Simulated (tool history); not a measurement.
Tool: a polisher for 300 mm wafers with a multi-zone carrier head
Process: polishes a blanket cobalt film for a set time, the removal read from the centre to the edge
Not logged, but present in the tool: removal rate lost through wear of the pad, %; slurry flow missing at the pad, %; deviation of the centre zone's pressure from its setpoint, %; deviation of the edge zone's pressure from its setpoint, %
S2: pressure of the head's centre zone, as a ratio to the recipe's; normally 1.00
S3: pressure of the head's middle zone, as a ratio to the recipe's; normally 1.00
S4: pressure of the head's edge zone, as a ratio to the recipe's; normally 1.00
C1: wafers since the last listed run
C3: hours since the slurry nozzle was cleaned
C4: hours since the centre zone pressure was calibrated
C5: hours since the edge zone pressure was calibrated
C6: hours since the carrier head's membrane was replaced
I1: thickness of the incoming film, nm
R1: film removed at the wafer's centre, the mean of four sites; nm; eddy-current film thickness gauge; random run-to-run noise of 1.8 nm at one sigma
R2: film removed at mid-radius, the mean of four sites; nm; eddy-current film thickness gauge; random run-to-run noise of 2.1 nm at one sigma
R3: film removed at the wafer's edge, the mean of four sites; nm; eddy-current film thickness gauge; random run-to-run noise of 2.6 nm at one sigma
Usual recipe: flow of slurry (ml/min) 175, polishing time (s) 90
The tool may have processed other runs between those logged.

run 1 hour=0.0 | flow_of_slurry_(ml/min)=175 S2=1.00 S3=1.00 S4=1.00 polishing_time_(s)=90 | C1=0 wafers_polished_on_this_pad=83 C3=591.0 C4=786.1 C5=1031.0 C6=1428.5 | I1=1099.8 | R1=270.9 R2=286.8 R3=276.4
run 2 hour=9.8 | flow_of_slurry_(ml/min)=175 S2=1.00 S3=1.00 S4=1.00 polishing_time_(s)=90 | C1=84 wafers_polished_on_this_pad=167 C3=600.8 C4=795.9 C5=1040.8 C6=1438.3 | I1=1108.8 | R1=273.1 R2=282.4 R3=274.3
run 3 hour=26.0 | flow_of_slurry_(ml/min)=175 S2=1.00 S3=1.00 S4=1.00 polishing_time_(s)=90 | C1=138 wafers_polished_on_this_pad=306 C3=617.0 C4=812.1 C5=1057.0 C6=1454.5 | I1=1110.7 | R1=272.2 R2=282.0 R3=277.0
run 4 hour=43.3 | flow_of_slurry_(ml/min)=175 S2=1.00 S3=1.00 S4=1.00 polishing_time_(s)=90 | C1=148 wafers_polished_on_this_pad=454 C3=634.3 C4=829.4 C5=1074.3 C6=1471.8 | I1=1103.6 | R1=266.8 R2=282.0 R3=271.3
run 5 hour=55.2 | flow_of_slurry_(ml/min)=175 S2=1.00 S3=1.00 S4=1.00 polishing_time_(s)=90 | C1=102 wafers_polished_on_this_pad=556 C3=646.2 C4=841.3 C5=1086.2 C6=1483.7 | I1=1104.7 | R1=268.2 R2=282.6 R3=271.5
-- hour=66.8 worn pad replaced by a new one
run 6 hour=69.5 | flow_of_slurry_(ml/min)=175 S2=1.00 S3=1.00 S4=1.00 polishing_time_(s)=90 | C1=88 wafers_polished_on_this_pad=23 C3=660.5 C4=855.6 C5=1100.5 C6=1498.0 | I1=1113.2 | R1=262.8 R2=279.0 R3=274.4
-- hour=83.3 slurry nozzle cleaned
run 7 hour=84.5 | flow_of_slurry_(ml/min)=175 S2=1.00 S3=1.00 S4=1.00 polishing_time_(s)=99 | C1=120 wafers_polished_on_this_pad=143 C3=1.2 C4=870.6 C5=1115.5 C6=1513.0 | I1=1098.3 | R1=316.0 R2=326.8 R3=318.3
-- hour=95.4 carrier head's membrane replaced by a new one
-- hour=96.9 edge zone pressure recalibrated
run 8 hour=97.4 | flow_of_slurry_(ml/min)=215 S2=1.00 S3=1.06 S4=1.00 polishing_time_(s)=90 | C1=55 wafers_polished_on_this_pad=199 C3=14.1 C4=883.5 C5=0.5 C6=2.0 | I1=1100.2 | R1=295.9 R2=316.7 R3=291.4
run 9 hour=103.2 | flow_of_slurry_(ml/min)=215 S2=1.00 S3=1.06 S4=1.00 polishing_time_(s)=90 | C1=49 wafers_polished_on_this_pad=249 C3=19.9 C4=889.3 C5=6.3 C6=7.8 | I1=1077.8 | R1=294.6 R2=323.5 R3=291.9
run 10 hour=116.7 | flow_of_slurry_(ml/min)=175 S2=1.11 S3=1.00 S4=1.00 polishing_time_(s)=106 | C1=115 wafers_polished_on_this_pad=364 C3=33.4 C4=902.8 C5=19.8 C6=21.3 | I1=1107.9 | R1=358.7 R2=354.8 R3=337.1
run 11 hour=125.5 | flow_of_slurry_(ml/min)=175 S2=1.00 S3=1.00 S4=1.00 polishing_time_(s)=90 | C1=75 wafers_polished_on_this_pad=440 C3=42.2 C4=911.6 C5=28.6 C6=30.1 | I1=1110.5 | R1=285.4 R2=295.8 R3=286.7
-- hour=134.7 centre zone pressure recalibrated
run 12 hour=137.6 | flow_of_slurry_(ml/min)=175 S2=1.00 S3=1.00 S4=0.93 polishing_time_(s)=90 | C1=86 wafers_polished_on_this_pad=527 C3=54.3 C4=2.9 C5=40.7 C6=42.2 | I1=1107.9 | R1=287.8 R2=293.2 R3=273.3
-- hour=153.8 worn pad replaced by a new one
run 13 hour=154.3 | flow_of_slurry_(ml/min)=205 S2=1.00 S3=1.00 S4=0.93 polishing_time_(s)=66 | C1=108 wafers_polished_on_this_pad=4 C3=71.0 C4=19.6 C5=57.4 C6=58.9 | I1=1116.3 | R1=216.0 R2=223.6 R3=206.4
run 14 hour=161.5 | flow_of_slurry_(ml/min)=175 S2=1.00 S3=1.00 S4=1.00 polishing_time_(s)=90 | C1=61 wafers_polished_on_this_pad=66 C3=78.2 C4=26.8 C5=64.6 C6=66.1 | I1=1108.3 | R1=284.4 R2=298.3 R3=287.7
run 15 hour=172.5 | flow_of_slurry_(ml/min)=175 S2=0.90 S3=1.10 S4=1.05 polishing_time_(s)=109 | C1=94 wafers_polished_on_this_pad=160 C3=89.2 C4=37.8 C5=75.6 C6=77.1 | I1=1108.6 | R1=320.5 R2=383.6 R3=349.7
run 16 hour=179.1 | flow_of_slurry_(ml/min)=175 S2=1.00 S3=1.12 S4=1.06 polishing_time_(s)=105 | C1=56 wafers_polished_on_this_pad=217 C3=95.8 C4=44.4 C5=82.2 C6=83.7 | I1=1115.7 | R1=332.3 R2=377.3 R3=346.5
run 17 hour=191.7 | flow_of_slurry_(ml/min)=130 S2=1.12 S3=1.00 S4=1.00 polishing_time_(s)=90 | C1=108 wafers_polished_on_this_pad=325 C3=108.4 C4=57.0 C5=94.8 C6=96.3 | I1=1124.3 | R1=291.7 R2=279.8 R3=272.9
run 18 hour=203.2 | flow_of_slurry_(ml/min)=175 S2=1.00 S3=1.00 S4=1.00 polishing_time_(s)=61 | C1=98 wafers_polished_on_this_pad=423 C3=119.9 C4=68.5 C5=106.3 C6=107.8 | I1=1101.1 | R1=192.5 R2=198.5 R3=195.8

How would selected steps in R1 from run to run divide? Give the signed amount a tool lacking its hidden state would still show from settings, what came in and random variation, and the signed amount left for the hidden state, including any gauge scatter that is not in both of the compared results.
Run 6 -> 7: polishing time (s) 90 -> 99, slurry nozzle cleaned. R1 +53.2 nm: hidden state +19.7, all else +33.5.
Run 17 -> 18: flow of slurry (ml/min) 130 -> 175, S2 1.12 -> 1.00, polishing time (s) 90 -> 61. R1 -99.2 nm: hidden state +1.5, all else -100.7.

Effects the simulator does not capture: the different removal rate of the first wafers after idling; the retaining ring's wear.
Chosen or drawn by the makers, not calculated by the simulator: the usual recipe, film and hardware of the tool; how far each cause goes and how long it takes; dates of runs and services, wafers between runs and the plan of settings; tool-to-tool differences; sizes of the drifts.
